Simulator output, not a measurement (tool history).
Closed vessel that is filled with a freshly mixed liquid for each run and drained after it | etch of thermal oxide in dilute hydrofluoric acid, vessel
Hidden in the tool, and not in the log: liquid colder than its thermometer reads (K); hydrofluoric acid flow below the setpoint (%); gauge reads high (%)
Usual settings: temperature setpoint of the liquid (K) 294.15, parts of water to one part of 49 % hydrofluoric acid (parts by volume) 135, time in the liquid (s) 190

run	hour	temperature setpoint of the liquid (K)	parts of water to one part of 49 % hydrofluoric acid (parts by volume)	time in the liquid (s)	wafers since the last listed run	hours since the thermometer was replaced	hours since the hydrofluoric acid flow meter was replaced	hours since the gauge calibration	read-back film thickness of the thermal oxide reference wafer, read on the same gauge (nm)	thickness taken off the thermal oxide on a monitor wafer (nm)
1	0	294.15	135	190	0	2737.1	529.6	866.5	69.99	5.32
2	38.7	294.15	135	190	4592	2775.8	568.3	905.2	70.01	5.35
# hour 45: hydrofluoric acid flow meter replaced
3	83.2	294.15	135	190	5162	2820.3	38.2	949.7	70	5.87
4	126.8	294.15	135	190	5173	2863.9	81.8	993.3	70	5.75
5	182.6	294.15	135	190	6621	2919.7	137.6	1049.1	70.01	5.71
6	215.3	294.15	135	190	3880	2952.4	170.3	1081.8	70	5.74
7	250.6	294.15	135	190	4188	2987.7	205.6	1117.1	70	5.64
8	297.2	295.65	185	190	5529	3034.3	252.2	1163.7	69.99	4.12
9	342.7	295.65	185	190	5399	3079.8	297.7	1209.2	70.02	4.09
10	447.5	294.15	135	100	12436	3184.6	402.5	1314	69.99	2.92
# hour 485.2: hydrofluoric acid flow meter replaced
11	513.9	294.15	135	275	7760	3251	28.7	1380.4	70	8.3
# hour 560.9: gauge calibrated
12	572.1	294.15	160	190	6906	3309.2	86.9	11.2	70	4.64
13	606.1	294.15	100	190	4034	3343.2	120.9	45.2	70	8.06
14	639.4	291.15	135	190	3951	3376.5	154.2	78.5	70.02	5.05
# hour 643.2: thermometer replaced
15	691.6	291.65	100	230	6075	48.4	206.4	130.7	70	8.64
16	716.5	294.15	135	190	2954	73.3	231.3	155.6	69.98	5.59
17	777	294.15	135	190	7179	133.8	291.8	216.1	69.99	5.47
18	824.3	294.15	135	190	5613	181.1	339.1	263.4	70	5.54
19	894.7	290.15	135	270	8354	251.5	409.5	333.8	70.01	6.65
# hour 952.7: hydrofluoric acid flow meter replaced
20	954.6	290.15	105	115	6989	311.4	1.9	393.7	70.01	3.91
21	1008.9	292.15	180	115	6443	365.7	56.2	448	69.99	2.27
22	1075.7	292.65	160	190	7927	432.5	123	514.8	69.99	4.39
23	1119.8	294.15	135	190	5233	476.6	167.1	558.9	70.01	5.61
24	1186.6	295.65	185	190	7927	543.4	233.9	625.7	69.99	4.15
25	1250.7	290.15	135	190	7606	607.5	298	689.8	70.02	4.69
26	1304.5	298.15	135	190	6384	661.3	351.8	743.6	70	6.44

Forecast each of these 5 alternatives for the next run:
A	1305.2	294.15	135	190	83	662	352.5	744.3	?	?
B	1305.2	294.15	115	190	83	662	352.5	744.3	?	?
C	1305.2	295.65	75	275	83	662	352.5	744.3	?	?
D	1305.2	294.15	180	245	83	662	352.5	744.3	?	?
E	1305.2	299.15	185	125	83	662	352.5	744.3	?	?

run	read-back film thickness of the thermal oxide reference wafer, read on the same gauge (nm)	thickness taken off the thermal oxide on a monitor wafer (nm)
A	69.97	5.46
B	69.97	6.56
C	69.97	16.26
D	69.97	5.03
E	69.97	2.99
Without the tool's hidden state the same runs would have given:
run	thickness taken off the thermal oxide on a monitor wafer (nm)
A	5.79
B	6.95
C	17.18
D	5.34
E	3.18
